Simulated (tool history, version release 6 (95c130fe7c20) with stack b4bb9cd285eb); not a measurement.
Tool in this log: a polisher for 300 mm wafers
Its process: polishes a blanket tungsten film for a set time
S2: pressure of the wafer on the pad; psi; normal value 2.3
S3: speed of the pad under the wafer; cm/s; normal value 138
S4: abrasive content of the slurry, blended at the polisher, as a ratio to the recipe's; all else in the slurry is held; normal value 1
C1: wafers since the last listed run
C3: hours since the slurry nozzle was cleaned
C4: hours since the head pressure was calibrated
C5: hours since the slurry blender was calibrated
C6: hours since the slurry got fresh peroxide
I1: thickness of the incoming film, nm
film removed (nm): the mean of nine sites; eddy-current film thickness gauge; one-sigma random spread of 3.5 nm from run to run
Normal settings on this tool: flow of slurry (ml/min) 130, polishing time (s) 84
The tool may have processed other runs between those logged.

run 1 hour=0 | flow_of_slurry_(ml/min)=130 S2=2.3 S3=138 S4=1 polishing_time_(s)=84 | C1=0 wafers_polished_on_this_pad=5 C3=501.3 C4=265 C5=222.8 C6=37.7 | I1=983.2 | film_removed_(nm)=312.4
run 2 hour=13.9 | flow_of_slurry_(ml/min)=115 S2=2 S3=138 S4=1 polishing_time_(s)=84 | C1=139 wafers_polished_on_this_pad=144 C3=515.2 C4=278.9 C5=236.7 C6=51.6 | I1=965.7 | film_removed_(nm)=267.2
run 3 hour=29.4 | flow_of_slurry_(ml/min)=115 S2=2 S3=138 S4=1 polishing_time_(s)=84 | C1=155 wafers_polished_on_this_pad=299 C3=530.7 C4=294.4 C5=252.2 C6=67.1 | I1=958 | film_removed_(nm)=266.7
run 4 hour=45.2 | flow_of_slurry_(ml/min)=130 S2=2.3 S3=138 S4=1 polishing_time_(s)=84 | C1=158 wafers_polished_on_this_pad=458 C3=546.5 C4=310.2 C5=268 C6=82.9 | I1=976.3 | film_removed_(nm)=312.9
run 5 hour=52.7 | flow_of_slurry_(ml/min)=130 S2=2.3 S3=116 S4=1 polishing_time_(s)=84 | C1=75 wafers_polished_on_this_pad=533 C3=554 C4=317.7 C5=275.5 C6=90.4 | I1=984.2 | film_removed_(nm)=273.1
run 6 hour=69.5 | flow_of_slurry_(ml/min)=115 S2=2.3 S3=138 S4=1.25 polishing_time_(s)=84 | C1=168 wafers_polished_on_this_pad=701 C3=570.8 C4=334.5 C5=292.3 C6=107.2 | I1=982.7 | film_removed_(nm)=321.6
-- hour=77 head pressure recalibrated
run 7 hour=78.6 | flow_of_slurry_(ml/min)=130 S2=2.3 S3=138 S4=1 polishing_time_(s)=102 | C1=71 wafers_polished_on_this_pad=772 C3=579.9 C4=1.6 C5=301.4 C6=116.3 | I1=954.7 | film_removed_(nm)=398.2
run 8 hour=87 | flow_of_slurry_(ml/min)=130 S2=2.7 S3=138 S4=0.75 polishing_time_(s)=84 | C1=84 wafers_polished_on_this_pad=856 C3=588.3 C4=10 C5=309.8 C6=124.7 | I1=965.7 | film_removed_(nm)=363.1
run 9 hour=95.9 | flow_of_slurry_(ml/min)=130 S2=3 S3=108 S4=1.2 polishing_time_(s)=73 | C1=89 wafers_polished_on_this_pad=945 C3=597.2 C4=18.9 C5=318.7 C6=133.6 | I1=972.8 | film_removed_(nm)=313.1
-- hour=101.7 slurry tank refilled with fresh slurry and peroxide
run 10 hour=109.2 | flow_of_slurry_(ml/min)=130 S2=2.3 S3=138 S4=1 polishing_time_(s)=84 | C1=123 wafers_polished_on_this_pad=1068 C3=610.5 C4=32.2 C5=332 C6=7.5 | I1=976.7 | film_removed_(nm)=334.6
run 11 hour=123.4 | flow_of_slurry_(ml/min)=95 S2=2.3 S3=138 S4=0.9 polishing_time_(s)=84 | C1=142 wafers_polished_on_this_pad=1210 C3=624.7 C4=46.4 C5=346.2 C6=21.7 | I1=970.3 | film_removed_(nm)=294.1
-- hour=142.6 worn pad replaced by a new one
run 12 hour=143.1 | flow_of_slurry_(ml/min)=130 S2=2.3 S3=138 S4=1 polishing_time_(s)=92 | C1=157 wafers_polished_on_this_pad=4 C3=644.4 C4=66.1 C5=365.9 C6=41.4 | I1=965.9 | film_removed_(nm)=357.4
-- hour=155.8 slurry blender recalibrated
run 13 hour=156.3 | flow_of_slurry_(ml/min)=130 S2=2.3 S3=138 S4=1 polishing_time_(s)=84 | C1=112 wafers_polished_on_this_pad=116 C3=657.6 C4=79.3 C5=0.5 C6=54.6 | I1=965.6 | film_removed_(nm)=326.4
run 14 hour=193.9 | flow_of_slurry_(ml/min)=130 S2=2.3 S3=138 S4=1 polishing_time_(s)=84 | C1=376 wafers_polished_on_this_pad=493 C3=695.2 C4=116.9 C5=38.1 C6=92.2 | I1=988.5 | film_removed_(nm)=324.1
run 15 hour=209.5 | flow_of_slurry_(ml/min)=130 S2=2.3 S3=138 S4=1 polishing_time_(s)=84 | C1=156 wafers_polished_on_this_pad=649 C3=710.8 C4=132.5 C5=53.7 C6=107.8 | I1=968 | film_removed_(nm)=330
run 16 hour=219.5 | flow_of_slurry_(ml/min)=130 S2=2.3 S3=138 S4=1 polishing_time_(s)=84 | C1=100 wafers_polished_on_this_pad=749 C3=720.8 C4=142.5 C5=63.7 C6=117.8 | I1=986.6 | film_removed_(nm)=322.9
run 17 hour=226.8 | flow_of_slurry_(ml/min)=130 S2=2.3 S3=138 S4=1 polishing_time_(s)=84 | C1=73 wafers_polished_on_this_pad=822 C3=728.1 C4=149.8 C5=71 C6=125.1 | I1=950.3 | film_removed_(nm)=315
-- hour=232.1 slurry tank refilled with fresh slurry and peroxide
-- hour=238.5 slurry nozzle cleaned
run 18 hour=271.9 | flow_of_slurry_(ml/min)=130 S2=2.3 S3=138 S4=1 polishing_time_(s)=84 | C1=431 wafers_polished_on_this_pad=1253 C3=33.4 C4=194.9 C5=116.1 C6=39.8 | I1=984.4 | film_removed_(nm)=313.8
-- hour=285.3 worn pad replaced by a new one
run 19 hour=288.5 | flow_of_slurry_(ml/min)=130 S2=1.9 S3=138 S4=1 polishing_time_(s)=84 | C1=126 wafers_polished_on_this_pad=32 C3=50 C4=211.5 C5=132.7 C6=56.4 | I1=975.1 | film_removed_(nm)=261.2
run 20 hour=297 | flow_of_slurry_(ml/min)=105 S2=2.3 S3=158 S4=1 polishing_time_(s)=84 | C1=85 wafers_polished_on_this_pad=117 C3=58.5 C4=220 C5=141.2 C6=64.9 | I1=972.5 | film_removed_(nm)=344.1
run 21 hour=312.4 | flow_of_slurry_(ml/min)=165 S2=2.3 S3=126 S4=1 polishing_time_(s)=112 | C1=154 wafers_polished_on_this_pad=271 C3=73.9 C4=235.4 C5=156.6 C6=80.3 | I1=970.9 | film_removed_(nm)=403.9
run 22 hour=325.3 | flow_of_slurry_(ml/min)=130 S2=2.3 S3=164 S4=0.9 polishing_time_(s)=84 | C1=129 wafers_polished_on_this_pad=400 C3=86.8 C4=248.3 C5=169.5 C6=93.2 | I1=955.4 | film_removed_(nm)=365.9
run 23 hour=333.1 | flow_of_slurry_(ml/min)=130 S2=2.3 S3=182 S4=1.15 polishing_time_(s)=84 | C1=78 wafers_polished_on_this_pad=478 C3=94.6 C4=256.1 C5=177.3 C6=101 | I1=977.1 | film_removed_(nm)=415.5
run 24 hour=344.6 | flow_of_slurry_(ml/min)=130 S2=2.1 S3=156 S4=1.2 polishing_time_(s)=84 | C1=115 wafers_polished_on_this_pad=593 C3=106.1 C4=267.6 C5=188.8 C6=112.5 | I1=988.2 | film_removed_(nm)=338.9
run 25 hour=351.1 | flow_of_slurry_(ml/min)=130 S2=2.1 S3=138 S4=1 polishing_time_(s)=84 | C1=65 wafers_polished_on_this_pad=658 C3=112.6 C4=274.1 C5=195.3 C6=119 | I1=991.7 | film_removed_(nm)=283.2
-- hour=367.8 slurry tank refilled with fresh slurry and peroxide
run 26 hour=368.4 | flow_of_slurry_(ml/min)=130 S2=2 S3=102 S4=0.7 polishing_time_(s)=97 | C1=163 wafers_polished_on_this_pad=821 C3=129.9 C4=291.4 C5=212.6 C6=0.6 | I1=973.3 | film_removed_(nm)=223.3
run 27 hour=380.2 | flow_of_slurry_(ml/min)=130 S2=2.3 S3=166 S4=1.2 polishing_time_(s)=84 | C1=118 wafers_polished_on_this_pad=939 C3=141.7 C4=303.2 C5=224.4 C6=12.4 | I1=971 | film_removed_(nm)=384

Consider 3 possible next runs. They are alternatives, not a sequence: every one starts from the tool as it was left by run 27. What does each give?
run A hour=380.6 | flow_of_slurry_(ml/min)=130 S2=2 S3=138 S4=1 polishing_time_(s)=84 | C1=4 wafers_polished_on_this_pad=943 C3=142.1 C4=303.6 C5=224.8 C6=12.8 | I1=964.4 | film_removed_(nm)=?
run B hour=380.6 | flow_of_slurry_(ml/min)=130 S2=2.3 S3=116 S4=0.85 polishing_time_(s)=84 | C1=4 wafers_polished_on_this_pad=943 C3=142.1 C4=303.6 C5=224.8 C6=12.8 | I1=964.4 | film_removed_(nm)=?
run C hour=380.6 | flow_of_slurry_(ml/min)=130 S2=2.3 S3=152 S4=1 polishing_time_(s)=84 | C1=4 wafers_polished_on_this_pad=943 C3=142.1 C4=303.6 C5=224.8 C6=12.8 | I1=964.4 | film_removed_(nm)=?

run=A film_removed_(nm)=274.3
run=B film_removed_(nm)=262.2
run=C film_removed_(nm)=342.7
Without the tool's hidden state the same runs would have given:
run=A film_removed_(nm)=287.5
run=B film_removed_(nm)=274.8
run=C film_removed_(nm)=359.2
